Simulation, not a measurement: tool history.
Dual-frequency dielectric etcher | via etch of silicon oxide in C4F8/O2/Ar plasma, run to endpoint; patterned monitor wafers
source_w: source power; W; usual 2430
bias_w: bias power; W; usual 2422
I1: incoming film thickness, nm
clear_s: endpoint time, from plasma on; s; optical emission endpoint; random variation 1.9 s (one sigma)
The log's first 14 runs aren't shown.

Run 15, hour 764.2: usual settings but source_w 2680 W, bias_w 2766 W; I1 2248.3. Result: clear_s 389.2 s.
Run 16, hour 814.7: usual settings but bias_w 2617 W; I1 2270.9. Result: clear_s 414.4 s.
Run 17, hour 881.8: usual settings; I1 2232.9. Result: clear_s 417.4 s.
At hour 926.9: wet clean of the chamber.
Run 18, hour 928.1: usual settings but source_w 1970 W, bias_w 2796 W; I1 2230.6. Result: clear_s 429.0 s.
Run 19, hour 986.2: usual settings; I1 2255.7. Result: clear_s 411.3 s.
At hour 1044.9: upper electrode replaced.
Run 20, hour 1045.4: usual settings but source_w 2970 W, bias_w 2824 W; I1 2260.4. Result: clear_s 369.2 s.
Run 21, hour 1085.9: usual settings; I1 2228.7. Result: clear_s 410.2 s.
Run 22, hour 1138.5: usual settings but source_w 1830 W, bias_w 2896 W; I1 2236.5. Result: clear_s 441.9 s.
Run 23, hour 1194.2: usual settings but source_w 2010 W; I1 2231.5. Result: clear_s 445.3 s.
Run 24, hour 1228.2: usual settings but source_w 2750 W, bias_w 2035 W; I1 2260.0. Result: clear_s 411.4 s.
Run 25, hour 1281.1: usual settings but source_w 2930 W, bias_w 1830 W; I1 2248.4. Result: clear_s 413.0 s.
At hour 1314.0: wet clean of the chamber.
Run 26, hour 1314.5: usual settings but source_w 2960 W, bias_w 2197 W; I1 2240.6. Result: clear_s 385.6 s.
Run 27, hour 1359.3: usual settings; I1 2224.6. Result: clear_s 408.0 s.
Run 28, hour 1413.2: usual settings but source_w 2050 W, bias_w 2001 W; I1 2252.3. Result: clear_s 462.6 s.
Run 29, hour 1451.3: usual settings but source_w 2140 W; I1 2231.1. Result: clear_s 433.2 s.
Run 30, hour 1487.5: usual settings; I1 2256.8. Result: clear_s 415.3 s.
Run 31, hour 1511.8: usual settings but source_w 2600 W, bias_w 1888 W; I1 2228.9. Result: clear_s 423.2 s.
Run 32, hour 1583.6: usual settings but source_w 1920 W, bias_w 2846 W; I1 2198.0. Result: clear_s 434.4 s.
Run 33, hour 1608.3: usual settings but bias_w 2980 W; I1 2242.8. Result: clear_s 398.5 s.
Run 34, hour 1639.6: usual settings but source_w 3010 W; I1 2230.1. Result: clear_s 380.5 s.
Run 35, hour 1679.6: usual settings but source_w 2610 W, bias_w 1851 W; I1 2225.7. Result: clear_s 427.2 s.
Run 36, hour 1724.5: usual settings; I1 2243.6. Result: clear_s 421.6 s.

3 ways to go on from here, each from the tool as it stands after run 36. What would each give?
Run A, hour 1725.0: usual settings; I1 2217.5. Result: clear_s ?.
Run B, hour 1725.0: usual settings but source_w 2620 W, bias_w 2091 W; I1 2217.5. Result: clear_s ?.
Run C, hour 1725.0: usual settings but source_w 2010 W, bias_w 2708 W; I1 2217.5. Result: clear_s ?.

run  clear_s
  A    413.9
  B    414.2
  C    435.5
Without the tool's hidden state the same runs would have given:
run  clear_s
  A    405.5
  B    405.7
  C    426.6
